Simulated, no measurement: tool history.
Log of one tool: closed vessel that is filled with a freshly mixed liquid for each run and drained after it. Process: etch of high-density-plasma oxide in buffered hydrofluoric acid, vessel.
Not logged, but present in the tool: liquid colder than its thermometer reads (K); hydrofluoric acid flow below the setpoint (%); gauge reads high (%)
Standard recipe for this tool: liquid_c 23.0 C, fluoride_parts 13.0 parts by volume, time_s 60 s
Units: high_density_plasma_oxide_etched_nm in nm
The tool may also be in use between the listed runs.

run     day  liquid_c  fluoride_parts  time_s  wafers since the last listed run  hours since the thermometer was replaced  hours since the hydrofluoric acid flow meter was replaced  hours since the gauge calibration  read-back film thickness of the high-density-plasma oxide reference wafer, read on the same gauge (nm)  high_density_plasma_oxide_etched_nm
  1   0.000      23.0            13.0      40                                 0                                    2632.7                                                     1658.3                              324.4                                                                                                  110.00                                36.74
  2   0.942      23.0            10.0      35                              2040                                    2655.3                                                     1680.9                              347.0                                                                                                  110.03                                41.58
  3   2.300      24.0            13.0      60                              2943                                    2687.9                                                     1713.5                              379.6                                                                                                  110.00                                58.38
      2.404  -- gauge calibrated
  4   3.388      24.0            13.0      60                              2356                                    2714.0                                                     1739.6                               23.6                                                                                                  110.03                                58.25
  5   4.579      24.0            13.0      60                              2582                                    2742.6                                                     1768.2                               52.2                                                                                                  110.02                                58.31
  6   5.900      23.0            13.0      60                              2861                                    2774.3                                                     1799.9                               83.9                                                                                                  109.97                                55.09
  7   6.604      23.0            13.0      60                              1525                                    2791.2                                                     1816.8                              100.8                                                                                                  110.02                                55.13
  8   7.667      23.0            16.5      40                              2302                                    2816.7                                                     1842.3                              126.3                                                                                                  110.00                                28.92
  9   8.696      23.0            13.0      60                              2230                                    2841.4                                                     1867.0                              151.0                                                                                                  110.00                                54.90
 10  10.083      23.0            13.0      60                              3006                                    2874.7                                                     1900.3                              184.3                                                                                                  109.97                                54.94
 11  11.571      25.5             9.0      60                              3223                                    2910.4                                                     1936.0                              220.0                                                                                                  109.99                                88.28
 12  12.225      25.5             9.0      60                              1417                                    2926.1                                                     1951.7                              235.7                                                                                                  110.01                                88.19
 13  13.404      20.5             9.0      35                              2555                                    2954.4                                                     1980.0                              264.0                                                                                                  109.98                                39.27
 14  14.396      21.5            13.0      60                              2148                                    2978.2                                                     2003.8                              287.8                                                                                                  110.00                                50.11
 15  15.558      21.0            13.0      60                              2518                                    3006.1                                                     2031.7                              315.7                                                                                                  110.01                                48.84
     18.775  -- gauge calibrated
 16  19.571      19.0            13.0      80                              8694                                    3102.4                                                     2128.0                               19.1                                                                                                  110.00                                58.00
 17  20.308      27.5            15.0      35                              1598                                    3120.1                                                     2145.7                               36.8                                                                                                  109.99                                35.25
 18  21.400      23.0            13.0      60                              2365                                    3146.3                                                     2171.9                               63.0                                                                                                  109.98                                54.95
     22.125  -- thermometer replaced
     22.454  -- hydrofluoric acid flow meter replaced
 19  22.700      23.0            13.0      60                              2636                                      13.8                                                        5.9                               94.2                                                                                                  110.02                                57.60
 20  23.900      27.5            13.0      30                              2600                                      42.6                                                       34.7                              123.0                                                                                                  109.96                                36.43
 21  25.342      19.0            13.0      60                              3123                                      77.2                                                       69.3                              157.6                                                                                                  110.01                                45.83
 22  26.017      23.0            13.0      60                              1462                                      93.4                                                       85.5                              173.8                                                                                                  110.02                                57.32
 23  26.896      23.0            11.0      60                              1904                                     114.5                                                      106.6                              194.9                                                                                                  109.99                                67.46
 24  27.667      19.0            17.0      45                              1670                                     133.0                                                      125.1                              213.4                                                                                                  110.05                                26.45
 25  28.629      23.0            13.0      60                              2085                                     156.1                                                      148.2                              236.5                                                                                                  109.97                                57.05

Give the tool's hidden conditions for every run:
liquid colder than its thermometer reads (K): 0 in every run
gauge reads high (%): 0 in every run
H1: hydrofluoric acid flow below the setpoint (%)
run     H1
  1   4.15
  2   4.19
  3   4.26
  4   4.31
  5   4.37
  6   4.43
  7   4.47
  8   4.52
  9   4.57
 10   4.63
 11   4.71
 12   4.74
 13    4.8
 14   4.84
 15    4.9
 16   5.09
 17   5.13
 18   5.18
 19  0.422
 20   0.48
 21  0.549
 22  0.582
 23  0.625
 24  0.662
 25  0.709
